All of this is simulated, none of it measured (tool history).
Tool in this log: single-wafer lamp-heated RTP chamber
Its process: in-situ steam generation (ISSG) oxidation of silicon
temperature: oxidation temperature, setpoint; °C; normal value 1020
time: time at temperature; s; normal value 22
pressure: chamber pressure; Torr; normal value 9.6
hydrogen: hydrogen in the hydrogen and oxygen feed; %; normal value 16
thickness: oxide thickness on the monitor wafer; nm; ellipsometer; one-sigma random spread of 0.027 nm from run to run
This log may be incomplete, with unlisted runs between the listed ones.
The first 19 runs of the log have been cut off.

run    hour  temperature  time  pressure  hydrogen  read-back reference wafer on the same gauge, thickness  thickness
 20   855.1         1029    25      10.1        11                                                   6.119      6.629
 21   994.7         1020    22       9.6        16                                                   6.116      6.472
     1003.8  -- pressure gauge zeroed
 22  1062.7         1039    27       9.1        11                                                   6.119      7.465
 23  1099.9         1020    22       9.6        16                                                   6.121      6.524
 24  1164.7         1020    22       9.6        16                                                   6.116      6.527
 25  1225.4         1010    17      10.2        16                                                    6.12      5.424
 26  1274.6         1020    22       9.6        16                                                   6.119      6.568
 27    1303         1011    15      10.2        22                                                   6.115      5.516
 28  1349.6         1020    22       9.6        16                                                   6.116      6.555
 29  1400.8         1008    28       8.5        23                                                   6.112      7.667
 30    1428         1001    31       9.6        19                                                   6.116      7.384

Alternative continuations, all from the tool just after run 30; predict every row:
  A  1428.4         1020    18       9.6        16                                                       ?          ?
  B  1428.4         1020    19       9.6        11                                                       ?          ?
  C  1428.4         1020    22      10.1        11                                                       ?          ?

run  read-back reference wafer on the same gauge, thickness  thickness
  A                                                   6.113      5.926
  B                                                   6.113      5.628
  C                                                   6.113      6.026
Stripped of hidden state, with their random variation kept, the same runs would have yielded:
run  thickness
  A      5.812
  B      5.518
  C      5.904

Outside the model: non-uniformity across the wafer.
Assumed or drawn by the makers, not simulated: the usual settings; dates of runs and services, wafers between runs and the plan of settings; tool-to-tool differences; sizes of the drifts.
